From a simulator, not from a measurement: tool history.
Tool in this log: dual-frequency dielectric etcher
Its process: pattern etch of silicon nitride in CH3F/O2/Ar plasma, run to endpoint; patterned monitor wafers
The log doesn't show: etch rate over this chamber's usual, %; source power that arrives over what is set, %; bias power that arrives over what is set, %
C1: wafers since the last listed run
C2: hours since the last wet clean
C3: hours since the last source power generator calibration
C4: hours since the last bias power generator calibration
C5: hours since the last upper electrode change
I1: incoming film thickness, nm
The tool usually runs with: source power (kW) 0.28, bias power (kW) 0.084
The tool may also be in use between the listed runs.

{"run": 1, "hour": 0.0, "source power (kW)": 0.3, "bias power (kW)": 0.084, "C1": 0, "C2": 518.9, "C3": 2454.2, "C4": 4595.8, "C5": 6310.4, "I1": 44.83, "endpoint time (s)": 62}
{"run": 2, "hour": 26.7, "source power (kW)": 0.3, "bias power (kW)": 0.084, "C1": 432, "C2": 545.6, "C3": 2480.9, "C4": 4622.5, "C5": 6337.1, "I1": 45.03, "endpoint time (s)": 62.8}
{"run": 3, "hour": 123.1, "source power (kW)": 0.25, "bias power (kW)": 0.084, "C1": 1560, "C2": 642, "C3": 2577.3, "C4": 4718.9, "C5": 6433.5, "I1": 45.53, "endpoint time (s)": 70.1}
{"run": 4, "hour": 147.4, "source power (kW)": 0.28, "bias power (kW)": 0.084, "C1": 393, "C2": 666.3, "C3": 2601.6, "C4": 4743.2, "C5": 6457.8, "I1": 44.71, "endpoint time (s)": 63.9}
{"hour": 188.3, "done": "wet clean of the chamber"}
{"run": 5, "hour": 188.8, "source power (kW)": 0.28, "bias power (kW)": 0.101, "C1": 281, "C2": 0.5, "C3": 2643, "C4": 4784.6, "C5": 6499.2, "I1": 44.89, "endpoint time (s)": 57.3}
{"run": 6, "hour": 192.8, "source power (kW)": 0.28, "bias power (kW)": 0.101, "C1": 64, "C2": 4.5, "C3": 2647, "C4": 4788.6, "C5": 6503.2, "I1": 45.11, "endpoint time (s)": 57.3}
{"hour": 228.1, "done": "upper electrode replaced"}
{"run": 7, "hour": 228.6, "source power (kW)": 0.28, "bias power (kW)": 0.084, "C1": 190, "C2": 40.3, "C3": 2682.8, "C4": 4824.4, "C5": 0.5, "I1": 45.23, "endpoint time (s)": 62.8}
{"run": 8, "hour": 231.6, "source power (kW)": 0.28, "bias power (kW)": 0.084, "C1": 48, "C2": 43.3, "C3": 2685.8, "C4": 4827.4, "C5": 3.5, "I1": 45.24, "endpoint time (s)": 63.1}
{"run": 9, "hour": 249.4, "source power (kW)": 0.28, "bias power (kW)": 0.084, "C1": 288, "C2": 61.1, "C3": 2703.6, "C4": 4845.2, "C5": 21.3, "I1": 45.19, "endpoint time (s)": 63}
{"run": 10, "hour": 283.7, "source power (kW)": 0.28, "bias power (kW)": 0.084, "C1": 555, "C2": 95.4, "C3": 2737.9, "C4": 4879.5, "C5": 55.6, "I1": 45.45, "endpoint time (s)": 62.6}
{"hour": 297.8, "done": "source power generator calibrated"}
{"hour": 310.7, "done": "wet clean of the chamber, repeated, since the last time left the tool worse"}
{"run": 11, "hour": 313.6, "source power (kW)": 0.28, "bias power (kW)": 0.084, "C1": 211, "C2": 2.9, "C3": 15.8, "C4": 4909.4, "C5": 85.5, "I1": 45.17, "endpoint time (s)": 67.1}
{"run": 12, "hour": 345.2, "source power (kW)": 0.34, "bias power (kW)": 0.084, "C1": 511, "C2": 34.5, "C3": 47.4, "C4": 4941, "C5": 117.1, "I1": 45.42, "endpoint time (s)": 60}
{"hour": 350.9, "done": "bias power generator calibrated"}
{"run": 13, "hour": 370.6, "source power (kW)": 0.28, "bias power (kW)": 0.075, "C1": 346, "C2": 59.9, "C3": 72.8, "C4": 19.7, "C5": 142.5, "I1": 44.98, "endpoint time (s)": 69.5}
{"run": 14, "hour": 383.2, "source power (kW)": 0.28, "bias power (kW)": 0.078, "C1": 203, "C2": 72.5, "C3": 85.4, "C4": 32.3, "C5": 155.1, "I1": 44.94, "endpoint time (s)": 68.4}
{"run": 15, "hour": 412.4, "source power (kW)": 0.35, "bias power (kW)": 0.091, "C1": 472, "C2": 101.7, "C3": 114.6, "C4": 61.5, "C5": 184.3, "I1": 45.12, "endpoint time (s)": 56.1}
{"run": 16, "hour": 433.9, "source power (kW)": 0.34, "bias power (kW)": 0.097, "C1": 347, "C2": 123.2, "C3": 136.1, "C4": 83, "C5": 205.8, "I1": 45.11, "endpoint time (s)": 55.2}
{"run": 17, "hour": 458.7, "source power (kW)": 0.3, "bias power (kW)": 0.069, "C1": 401, "C2": 148, "C3": 160.9, "C4": 107.8, "C5": 230.6, "I1": 45.1, "endpoint time (s)": 70.1}

The next listed run, before its measurement:
{"run": 18, "hour": 482.6, "source power (kW)": 0.3, "bias power (kW)": 0.092, "C1": 386, "C2": 171.9, "C3": 184.8, "C4": 131.7, "C5": 254.5, "I1": 44.78, "endpoint time (s)": "?"}

Run 18 came out at endpoint time (s) 59.9.
Were there no unlogged condition in the tool, this run, its random variation unchanged, would have produced endpoint time (s) 60.3.

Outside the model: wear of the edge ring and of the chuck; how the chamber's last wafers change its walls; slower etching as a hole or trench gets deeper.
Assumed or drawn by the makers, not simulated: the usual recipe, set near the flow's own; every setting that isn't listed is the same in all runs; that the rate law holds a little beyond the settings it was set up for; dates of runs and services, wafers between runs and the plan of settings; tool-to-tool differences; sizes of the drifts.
